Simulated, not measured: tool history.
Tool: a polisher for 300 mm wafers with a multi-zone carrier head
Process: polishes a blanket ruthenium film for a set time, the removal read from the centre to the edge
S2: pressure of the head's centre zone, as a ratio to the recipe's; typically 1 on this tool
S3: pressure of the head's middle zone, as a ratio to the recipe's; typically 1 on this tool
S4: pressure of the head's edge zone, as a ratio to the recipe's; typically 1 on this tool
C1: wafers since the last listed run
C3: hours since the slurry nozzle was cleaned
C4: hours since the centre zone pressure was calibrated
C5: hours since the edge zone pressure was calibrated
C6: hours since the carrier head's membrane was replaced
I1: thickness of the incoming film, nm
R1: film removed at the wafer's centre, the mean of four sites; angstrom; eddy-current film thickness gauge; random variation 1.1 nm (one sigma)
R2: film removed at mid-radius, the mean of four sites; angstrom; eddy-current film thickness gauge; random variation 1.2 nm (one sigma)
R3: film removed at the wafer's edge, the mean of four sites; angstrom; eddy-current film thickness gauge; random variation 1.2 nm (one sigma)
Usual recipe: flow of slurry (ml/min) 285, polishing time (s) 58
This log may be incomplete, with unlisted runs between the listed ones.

run 1 day=0 | flow_of_slurry_(ml/min)=285 S2=1 S3=1 S4=1 polishing_time_(s)=58 | C1=0 wafers_polished_on_this_pad=1350 C3=626.2 C4=109.6 C5=329.1 C6=711.8 | I1=306.3 | R1=1075 R2=1052 R3=1074
run 2 day=1.129 | flow_of_slurry_(ml/min)=285 S2=1 S3=1 S4=1 polishing_time_(s)=58 | C1=200 wafers_polished_on_this_pad=1551 C3=653.3 C4=136.7 C5=356.2 C6=738.9 | I1=300.2 | R1=1071 R2=1041 R3=1059
-- day=2.825 edge zone pressure recalibrated
run 3 day=4.025 | flow_of_slurry_(ml/min)=285 S2=1 S3=1 S4=1 polishing_time_(s)=58 | C1=498 wafers_polished_on_this_pad=2050 C3=722.8 C4=206.2 C5=28.8 C6=808.4 | I1=294.7 | R1=1097 R2=1079 R3=1052
run 4 day=5.317 | flow_of_slurry_(ml/min)=285 S2=1 S3=1 S4=1 polishing_time_(s)=58 | C1=229 wafers_polished_on_this_pad=2279 C3=753.8 C4=237.2 C5=59.8 C6=839.4 | I1=305.4 | R1=1077 R2=1073 R3=1079
-- day=6.875 slurry nozzle cleaned
run 5 day=7.525 | flow_of_slurry_(ml/min)=285 S2=0.94 S3=1 S4=1 polishing_time_(s)=58 | C1=384 wafers_polished_on_this_pad=2663 C3=15.6 C4=290.2 C5=112.8 C6=892.4 | I1=300.5 | R1=1027 R2=1058 R3=1066
-- day=7.721 worn pad replaced by a new one
run 6 day=9.708 | flow_of_slurry_(ml/min)=285 S2=1 S3=1 S4=1 polishing_time_(s)=51 | C1=357 wafers_polished_on_this_pad=352 C3=68 C4=342.6 C5=165.2 C6=944.8 | I1=295 | R1=961 R2=924 R3=941
run 7 day=10.871 | flow_of_slurry_(ml/min)=285 S2=1 S3=1 S4=0.91 polishing_time_(s)=58 | C1=206 wafers_polished_on_this_pad=558 C3=95.9 C4=370.5 C5=193.1 C6=972.7 | I1=302.7 | R1=1097 R2=1046 R3=1016
run 8 day=12.421 | flow_of_slurry_(ml/min)=285 S2=1 S3=1 S4=1 polishing_time_(s)=58 | C1=274 wafers_polished_on_this_pad=833 C3=133.1 C4=407.7 C5=230.3 C6=1009.9 | I1=294.9 | R1=1095 R2=1064 R3=1067
run 9 day=13.467 | flow_of_slurry_(ml/min)=285 S2=0.94 S3=1 S4=1 polishing_time_(s)=58 | C1=185 wafers_polished_on_this_pad=1019 C3=158.2 C4=432.8 C5=255.4 C6=1035 | I1=300.9 | R1=1031 R2=1049 R3=1070
-- day=15.479 carrier head's membrane replaced by a new one
run 10 day=15.838 | flow_of_slurry_(ml/min)=285 S2=1 S3=1 S4=1.04 polishing_time_(s)=58 | C1=383 wafers_polished_on_this_pad=1402 C3=215.1 C4=489.7 C5=312.3 C6=8.6 | I1=301.7 | R1=1110 R2=1057 R3=1088
run 11 day=18.225 | flow_of_slurry_(ml/min)=285 S2=1 S3=1.09 S4=1.04 polishing_time_(s)=58 | C1=423 wafers_polished_on_this_pad=1826 C3=272.4 C4=547 C5=369.6 C6=65.9 | I1=296.1 | R1=1108 R2=1127 R3=1082

For run 12, what comes out?
-- day=19.567 edge zone pressure recalibrated
run 12 day=19.717 | flow_of_slurry_(ml/min)=285 S2=1 S3=1 S4=0.94 polishing_time_(s)=58 | C1=249 wafers_polished_on_this_pad=2075 C3=308.2 C4=582.8 C5=3.6 C6=101.7 | I1=299.6 | R1=? R2=? R3=?

Run 12 came out at R1 1100 angstrom, R2 1078 angstrom, R3 1033 angstrom.
Take away the tool's hidden state, keep the run-to-run variation as it was, and the same run would have given R1 1048 angstrom, R2 1078 angstrom, R3 1033 angstrom.
